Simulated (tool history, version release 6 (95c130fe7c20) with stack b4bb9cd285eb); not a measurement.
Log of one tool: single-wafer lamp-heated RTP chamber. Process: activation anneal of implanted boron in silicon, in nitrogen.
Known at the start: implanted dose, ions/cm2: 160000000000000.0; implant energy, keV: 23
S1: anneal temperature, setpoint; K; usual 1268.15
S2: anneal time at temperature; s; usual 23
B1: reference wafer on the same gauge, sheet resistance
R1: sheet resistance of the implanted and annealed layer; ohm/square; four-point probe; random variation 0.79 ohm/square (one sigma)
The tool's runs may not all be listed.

run	day	S1	S2	B1	R1
1	0	1283.15	23	539.03	526.68
# day 0.538: pyrometer window cleaned and pyrometer calibrated
2	0.692	1268.15	12	538.93	531.78
# day 0.783: gauge calibrated
3	1.367	1268.15	12	538.86	530.17
4	1.754	1268.15	23	538.98	528.76
5	2.183	1268.15	23	538.81	528.4
6	2.917	1245.15	23	538.86	540.14
7	3.167	1245.15	23	538.83	539.04
8	3.579	1261.15	27	538.85	531.06
9	3.954	1261.15	27	539	529.59
10	4.662	1268.15	17	539.13	528.53
11	5.117	1268.15	23	539.21	529.16
# day 5.542: reflector plate cleaned
12	5.562	1268.15	23	539.18	529.23
13	5.758	1268.15	23	538.95	528.99
14	6.042	1268.15	23	539.17	529.01
15	6.717	1261.15	27	538.99	530.07
16	7.367	1242.15	30	538.92	540.52
# day 8: pyrometer window cleaned and pyrometer calibrated
17	8.054	1246.15	16	539.01	542.23
18	8.796	1283.15	23	538.94	527.23
19	9.521	1284.15	28	538.94	525.68
20	10.096	1286.15	23	539.23	527.22
# day 10.158: gauge calibrated
21	10.608	1268.15	14	539.13	531.55
22	11.046	1242.15	32	539.01	540.46
23	11.604	1268.15	23	538.89	529.6
24	12.292	1295.15	18	539.05	525.8
25	13.038	1240.15	27	539.06	543.78
# day 14.308: pyrometer window cleaned and pyrometer calibrated
# day 14.367: reflector plate cleaned
26	14.983	1286.15	14	538.89	526.96

What the log doesn't show, run by run:
true wafer temperature minus pyrometer reading, K: 0 in every run
wafer temperature error from the tarnished reflector plate, K: 0 in every run
gauge reads high (%): 0 in every run
